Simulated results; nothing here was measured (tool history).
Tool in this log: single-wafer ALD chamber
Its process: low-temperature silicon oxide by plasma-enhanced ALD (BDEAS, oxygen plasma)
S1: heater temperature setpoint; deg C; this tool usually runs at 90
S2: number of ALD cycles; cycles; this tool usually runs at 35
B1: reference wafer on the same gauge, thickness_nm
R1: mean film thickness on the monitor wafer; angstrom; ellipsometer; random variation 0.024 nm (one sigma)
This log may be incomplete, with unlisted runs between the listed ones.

run 1 hour=0 | S1=90 S2=35 | B1=4.703 | R1=47.21
run 2 hour=20.3 | S1=90 S2=35 | B1=4.703 | R1=46.96
run 3 hour=50.5 | S1=90 S2=35 | B1=4.7 | R1=46.78
run 4 hour=132.8 | S1=80 S2=35 | B1=4.702 | R1=48.84
run 5 hour=157.5 | S1=80 S2=35 | B1=4.693 | R1=48.39
run 6 hour=171.9 | S1=80 S2=35 | B1=4.698 | R1=48.95
run 7 hour=185 | S1=90 S2=35 | B1=4.707 | R1=46.86
run 8 hour=273.2 | S1=90 S2=35 | B1=4.699 | R1=47.41
run 9 hour=298.5 | S1=86 S2=35 | B1=4.699 | R1=47.61
run 10 hour=324.2 | S1=86 S2=35 | B1=4.692 | R1=47.66
run 11 hour=354.7 | S1=86 S2=35 | B1=4.698 | R1=47.14
run 12 hour=381.1 | S1=90 S2=30 | B1=4.699 | R1=40.63
run 13 hour=408.7 | S1=90 S2=30 | B1=4.7 | R1=40.65
run 14 hour=440.9 | S1=90 S2=31 | B1=4.701 | R1=42.12
run 15 hour=470.6 | S1=90 S2=33 | B1=4.708 | R1=44.17
run 16 hour=491.6 | S1=98 S2=35 | B1=4.696 | R1=46.09
run 17 hour=506.6 | S1=98 S2=35 | B1=4.697 | R1=45.8
run 18 hour=535.4 | S1=98 S2=35 | B1=4.699 | R1=46.29
run 19 hour=557.6 | S1=90 S2=35 | B1=4.704 | R1=47.11
run 20 hour=636.4 | S1=76 S2=35 | B1=4.697 | R1=48.87
run 21 hour=652.1 | S1=98 S2=35 | B1=4.699 | R1=46.36
run 22 hour=667 | S1=96 S2=41 | B1=4.703 | R1=54.21
run 23 hour=691.1 | S1=96 S2=30 | B1=4.705 | R1=39.66
run 24 hour=719.3 | S1=90 S2=38 | B1=4.698 | R1=50.87
run 25 hour=750 | S1=103 S2=41 | B1=4.705 | R1=53.18
run 26 hour=776 | S1=90 S2=35 | B1=4.699 | R1=46.92
run 27 hour=790.3 | S1=104 S2=35 | B1=4.698 | R1=45.33
run 28 hour=822.7 | S1=98 S2=32 | B1=4.702 | R1=41.98
run 29 hour=843.8 | S1=100 S2=33 | B1=4.699 | R1=43.02
run 30 hour=909.1 | S1=77 S2=29 | B1=4.703 | R1=40.9
run 31 hour=927.4 | S1=95 S2=42 | B1=4.695 | R1=55.39
run 32 hour=962.3 | S1=90 S2=35 | B1=4.702 | R1=47.39
run 33 hour=998 | S1=90 S2=35 | B1=4.703 | R1=46.87
run 34 hour=1019 | S1=103 S2=40 | B1=4.696 | R1=51.69
run 35 hour=1051.2 | S1=90 S2=35 | B1=4.708 | R1=46.98
run 36 hour=1071.2 | S1=103 S2=39 | B1=4.7 | R1=50.25
run 37 hour=1106.9 | S1=81 S2=35 | B1=4.697 | R1=48.52
run 38 hour=1137.3 | S1=90 S2=35 | B1=4.7 | R1=46.98
run 39 hour=1167.2 | S1=90 S2=32 | B1=4.7 | R1=43.3

Taken out of this log: 2 entries between the listed runs. Where each belongs, and how the hidden state differs across it:
Runs 16 to 17: gauge calibrated (hour 494.2)
  the hidden state is the same at both runs
Runs 17 to 18: thermocouple changed; heater temperature recalibrated (hour 534.9)
  the hidden state is the same at both runs

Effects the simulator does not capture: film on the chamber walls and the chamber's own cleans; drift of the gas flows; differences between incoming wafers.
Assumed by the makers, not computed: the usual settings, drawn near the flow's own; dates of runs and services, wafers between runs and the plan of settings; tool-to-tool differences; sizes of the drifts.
